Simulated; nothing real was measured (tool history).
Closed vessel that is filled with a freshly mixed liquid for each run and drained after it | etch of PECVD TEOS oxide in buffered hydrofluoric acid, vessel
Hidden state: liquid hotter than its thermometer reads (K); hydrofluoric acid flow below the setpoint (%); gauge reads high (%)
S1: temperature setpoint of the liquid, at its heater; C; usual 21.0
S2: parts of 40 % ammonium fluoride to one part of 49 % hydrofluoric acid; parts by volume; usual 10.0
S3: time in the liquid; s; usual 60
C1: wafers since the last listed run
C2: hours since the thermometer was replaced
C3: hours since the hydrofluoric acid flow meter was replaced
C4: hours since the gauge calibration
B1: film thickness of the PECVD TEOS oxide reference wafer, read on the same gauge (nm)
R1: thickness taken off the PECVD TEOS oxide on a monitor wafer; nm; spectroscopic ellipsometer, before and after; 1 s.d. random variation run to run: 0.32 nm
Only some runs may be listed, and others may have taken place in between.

Run 1, hour 0.0: usual settings; C1 0; C2 759.3; C3 39.6; C4 349.4; B1 100.01. Result: R1 55.35 nm.
Run 2, hour 49.3: usual settings but S3 90 s; C1 5376; C2 808.6; C3 88.9; C4 398.7; B1 99.99. Result: R1 82.41 nm.
Run 3, hour 88.6: usual settings; C1 4285; C2 847.9; C3 128.2; C4 438.0; B1 100.03. Result: R1 55.14 nm.
Run 4, hour 121.8: usual settings; C1 3620; C2 881.1; C3 161.4; C4 471.2; B1 100.00. Result: R1 54.61 nm.
Run 5, hour 152.1: usual settings but S1 20.0 C; C1 3304; C2 911.4; C3 191.7; C4 501.5; B1 100.01. Result: R1 51.51 nm.
Run 6, hour 223.2: usual settings; C1 7753; C2 982.5; C3 262.8; C4 572.6; B1 100.03. Result: R1 53.58 nm.
Run 7, hour 263.5: usual settings; C1 4394; C2 1022.8; C3 303.1; C4 612.9; B1 99.98. Result: R1 53.61 nm.
Run 8, hour 316.3: usual settings but S1 23.5 C; C1 5758; C2 1075.6; C3 355.9; C4 665.7; B1 99.95. Result: R1 60.97 nm.
Run 9, hour 359.9: usual settings but S1 23.5 C; C1 4754; C2 1119.2; C3 399.5; C4 709.3; B1 99.97. Result: R1 60.52 nm.
Run 10, hour 401.0: usual settings; C1 4482; C2 1160.3; C3 440.6; C4 750.4; B1 99.99. Result: R1 52.90 nm.
Run 11, hour 429.8: usual settings; C1 3140; C2 1189.1; C3 469.4; C4 779.2; B1 99.99. Result: R1 52.69 nm.
Run 12, hour 492.6: usual settings; C1 6848; C2 1251.9; C3 532.2; C4 842.0; B1 99.98. Result: R1 52.37 nm.
At hour 505.0: hydrofluoric acid flow meter replaced.
Run 13, hour 530.1: usual settings but S1 22.5 C, S2 13.0 parts by volume, S3 85 s; C1 3980; C2 1289.4; C3 25.1; C4 879.5; B1 99.96. Result: R1 65.90 nm.
Run 14, hour 555.4: usual settings; C1 2759; C2 1314.7; C3 50.4; C4 904.8; B1 99.97. Result: R1 54.81 nm.
At hour 555.8: gauge calibrated.
Run 15, hour 607.8: usual settings but S1 18.5 C, S2 13.0 parts by volume, S3 30 s; C1 5714; C2 1367.1; C3 102.8; C4 52.0; B1 100.00. Result: R1 18.39 nm.
Run 16, hour 641.7: usual settings; C1 3697; C2 1401.0; C3 136.7; C4 85.9; B1 99.99. Result: R1 54.53 nm.
Run 17, hour 692.2: usual settings; C1 5507; C2 1451.5; C3 187.2; C4 136.4; B1 100.02. Result: R1 54.51 nm.
Run 18, hour 719.8: usual settings but S2 14.0 parts by volume; C1 3009; C2 1479.1; C3 214.8; C4 164.0; B1 100.01. Result: R1 39.00 nm.
Run 19, hour 745.2: usual settings but S2 12.5 parts by volume, S3 40 s; C1 2770; C2 1504.5; C3 240.2; C4 189.4; B1 99.99. Result: R1 28.87 nm.
Run 20, hour 773.2: usual settings but S1 19.0 C, S2 8.5 parts by volume; C1 3053; C2 1532.5; C3 268.2; C4 217.4; B1 100.03. Result: R1 54.05 nm.
Run 21, hour 830.1: usual settings but S1 26.0 C, S2 13.0 parts by volume, S3 75 s; C1 6205; C2 1589.4; C3 325.1; C4 274.3; B1 99.98. Result: R1 67.97 nm.
Run 22, hour 867.5: usual settings but S1 17.0 C, S3 40 s; C1 4078; C2 1626.8; C3 362.5; C4 311.7; B1 100.01. Result: R1 28.28 nm.
Run 23, hour 920.0: usual settings but S1 23.5 C, S2 8.5 parts by volume, S3 45 s; C1 5725; C2 1679.3; C3 415.0; C4 364.2; B1 99.98. Result: R1 51.21 nm.
At hour 940.6: thermometer replaced.
Run 24, hour 959.7: usual settings but S1 17.0 C, S2 7.0 parts by volume, S3 40 s; C1 4220; C2 19.1; C3 454.7; C4 403.9; B1 100.02. Result: R1 38.62 nm.
Run 25, hour 1000.5: usual settings but S2 9.0 parts by volume; C1 4449; C2 59.9; C3 495.5; C4 444.7; B1 100.00. Result: R1 56.43 nm.
At hour 1071.9: hydrofluoric acid flow meter replaced.
Run 26, hour 1072.4: usual settings; C1 7732; C2 131.8; C3 0.5; C4 516.6; B1 100.00. Result: R1 55.63 nm.
Run 27, hour 1207.3: usual settings but S1 22.5 C, S2 14.0 parts by volume, S3 75 s; C1 14711; C2 266.7; C3 135.4; C4 651.5; B1 100.00. Result: R1 53.78 nm.
Run 28, hour 1242.4: usual settings but S1 24.5 C; C1 3827; C2 301.8; C3 170.5; C4 686.6; B1 100.01. Result: R1 65.84 nm.
Run 29, hour 1307.6: usual settings; C1 7110; C2 367.0; C3 235.7; C4 751.8; B1 99.99. Result: R1 54.48 nm.
Run 30, hour 1354.2: usual settings; C1 5082; C2 413.6; C3 282.3; C4 798.4; B1 100.02. Result: R1 53.40 nm.
Run 31, hour 1395.6: usual settings; C1 4514; C2 455.0; C3 323.7; C4 839.8; B1 99.99. Result: R1 53.57 nm.
Run 32, hour 1442.2: usual settings but S2 12.0 parts by volume, S3 40 s; C1 5082; C2 501.6; C3 370.3; C4 886.4; B1 100.02. Result: R1 29.50 nm.
Run 33, hour 1495.3: usual settings but S1 19.0 C; C1 5790; C2 554.7; C3 423.4; C4 939.5; B1 100.00. Result: R1 47.20 nm.
Run 34, hour 1559.5: usual settings but S1 18.0 C, S2 8.0 parts by volume, S3 30 s; C1 7001; C2 618.9; C3 487.6; C4 1003.7; B1 99.99. Result: R1 26.47 nm.

Hidden state or all else? Some run-to-run changes of R1, split into what the settings, what came in and random variation would give without the hidden state, and what is left for the hidden state (with any gauge scatter that isn't in both results):
Run 12 -> 13: S1 21.0 -> 22.5, S2 10.0 -> 13.0, S3 60 -> 85, hydrofluoric acid flow meter replaced. R1 +13.53 nm: hidden state +3.12, all else +10.41.
Run 14 -> 15: S1 21.0 -> 18.5, S2 10.0 -> 13.0, S3 60 -> 30, gauge calibrated. R1 -36.42 nm: hidden state +0.45, all else -36.87.
Run 15 -> 16: S1 18.5 -> 21.0, S2 13.0 -> 10.0, S3 30 -> 60. R1 +36.14 nm: hidden state -1.04, all else +37.18.
Run 21 -> 22: S1 26.0 -> 17.0, S2 13.0 -> 10.0, S3 75 -> 40. R1 -39.69 nm: hidden state +1.93, all else -41.62.
Run 25 -> 26: S2 9.0 -> 10.0, hydrofluoric acid flow meter replaced. R1 -0.80 nm: hidden state +2.22, all else -3.02.

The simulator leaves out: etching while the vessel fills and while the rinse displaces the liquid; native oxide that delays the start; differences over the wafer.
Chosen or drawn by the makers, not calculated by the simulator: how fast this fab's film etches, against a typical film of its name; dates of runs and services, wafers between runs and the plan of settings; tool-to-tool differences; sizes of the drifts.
